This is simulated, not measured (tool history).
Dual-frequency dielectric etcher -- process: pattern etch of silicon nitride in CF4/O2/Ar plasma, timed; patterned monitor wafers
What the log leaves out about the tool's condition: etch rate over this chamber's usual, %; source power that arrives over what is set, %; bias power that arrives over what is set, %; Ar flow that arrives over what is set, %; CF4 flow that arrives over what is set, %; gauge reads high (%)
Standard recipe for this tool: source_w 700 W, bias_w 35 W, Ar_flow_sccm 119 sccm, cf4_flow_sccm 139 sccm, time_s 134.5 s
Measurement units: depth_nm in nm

run	hour	source_w	bias_w	Ar_flow_sccm	cf4_flow_sccm	time_s	wafers since the last listed run	hours since the last wet clean	hours since the last source power generator calibration	hours since the last bias power generator calibration	hours since the last Ar flow controller change	hours since the last CF4 flow controller change	hours since the last upper electrode change	hours since the gauge calibration	read-back reference wafer on the same gauge, depth_nm	depth_nm
1	0	700	35	128	139	134.5	0	357.6	3142.5	4573.8	2315.6	2634.1	2790.3	195.8	229	260.2
2	11.9	700	35	128	139	134.5	83	369.5	3154.4	4585.7	2327.5	2646	2802.2	207.7	228.8	260.3
# hour 36.3: upper electrode replaced
3	36.8	700	35	119	139	134.5	6	394.4	3179.3	4610.6	2352.4	2670.9	0.5	232.6	228.9	261.6
4	37.1	700	35	119	139	134.5	2	394.7	3179.6	4610.9	2352.7	2671.2	0.8	232.9	228.9	261.2
# hour 39.8: gauge calibrated
# hour 52.7: bias power generator calibrated
# hour 63.6: wet clean of the chamber
5	64.1	590	43	119	139	134.5	85	0.5	3206.6	11.4	2379.7	2698.2	27.8	24.3	228.8	241
6	64.5	860	35	106	115	102	2	0.9	3207	11.8	2380.1	2698.6	28.2	24.7	228.9	241.9
7	64.9	700	35	108	139	134.5	2	1.3	3207.4	12.2	2380.5	2699	28.6	25.1	229.1	264.6
8	91.2	700	35	119	139	134.5	185	27.6	3233.7	38.5	2406.8	2725.3	54.9	51.4	228.9	262.7
9	98.5	700	35	119	139	134.5	51	34.9	3241	45.8	2414.1	2732.6	62.2	58.7	228.9	262.6
# hour 113: source power generator calibrated
10	113.5	700	35	119	139	134.5	77	49.9	0.5	60.8	2429.1	2747.6	77.2	73.7	229	262.5
11	118.9	700	35	119	139	134.5	38	55.3	5.9	66.2	2434.5	2753	82.6	79.1	228.9	262.1
# hour 130.8: CF4 flow controller replaced
12	132.1	700	35	119	139	134.5	50	68.5	19.1	79.4	2447.7	1.3	95.8	92.3	228.9	261.5
13	147.5	820	32	119	126	122.5	108	83.9	34.5	94.8	2463.1	16.7	111.2	107.7	229	265.8

Run 14 has not been measured yet. What should we expect?
14	158	850	35	119	139	134.5	74	94.4	45	105.3	2473.6	27.2	121.7	118.2	?	?

read-back reference wafer on the same gauge, depth_nm: 228.9
depth_nm: 322.1 nm
Were there no unlogged condition in the tool, this run, its random variation unchanged, would have produced depth_nm 322.1 nm.

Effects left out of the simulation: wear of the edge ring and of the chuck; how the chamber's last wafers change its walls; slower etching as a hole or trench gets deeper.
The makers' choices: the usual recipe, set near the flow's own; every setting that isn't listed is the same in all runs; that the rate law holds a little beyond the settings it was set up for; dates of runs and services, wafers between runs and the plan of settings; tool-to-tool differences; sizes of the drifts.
